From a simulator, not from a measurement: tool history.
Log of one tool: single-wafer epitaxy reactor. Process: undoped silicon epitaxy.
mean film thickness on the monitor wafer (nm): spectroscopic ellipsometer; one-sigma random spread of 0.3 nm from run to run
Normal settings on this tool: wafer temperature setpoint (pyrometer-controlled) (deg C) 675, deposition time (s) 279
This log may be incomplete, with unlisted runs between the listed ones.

run	hour	wafer temperature setpoint (pyrometer-controlled) (deg C)	deposition time (s)	read-back reference wafer on the same gauge, thickness_nm	mean film thickness on the monitor wafer (nm)
1	0.0	675	279	65.490	78.513
2	96.1	675	279	65.435	77.665
3	250.0	675	279	65.554	78.170
4	315.1	675	279	65.483	78.386
5	414.2	675	279	65.476	78.822
6	470.5	681	279	65.450	89.814
7	550.1	675	298	65.526	84.122
8	608.8	675	279	65.407	78.262
9	687.9	675	279	65.554	75.174
10	739.7	675	279	65.591	75.032
11	920.5	675	279	65.422	75.823
12	972.7	675	232	65.554	63.247
13	1037.8	675	238	65.533	64.753
14	1098.3	683	314	65.557	104.049
15	1193.0	675	279	65.499	77.051
16	1283.5	675	279	65.519	77.283
17	1324.5	675	279	65.410	77.388
18	1392.6	675	279	65.499	77.521
19	1452.8	663	317	65.400	66.387
20	1517.1	670	228	65.595	56.583
21	1567.0	679	254	65.464	77.462
22	1638.5	683	279	65.561	93.425
23	1690.9	684	256	65.541	88.404

Removed from this log: 2 entries logged between the listed runs. Between which two listed runs does each belong, and how does the tool's hidden state at the listed run before it compare with that at the listed run after it?
Between runs 8 and 9: pyrometer calibrated (hour 636.5)
  wafer temperature above the value expected at the setpoint (K): 2.21 -> 0.308
  measured value less the no-hidden-state value, mean film thickness on the monitor wafer (nm): +3.962 -> +0.544
Between runs 13 and 14: gauge calibrated (hour 1076.7)
  wafer temperature above the value expected at the setpoint (K): 1.07 -> 1.17
  measured value less the no-hidden-state value, mean film thickness on the monitor wafer (nm): +1.607 -> +2.778
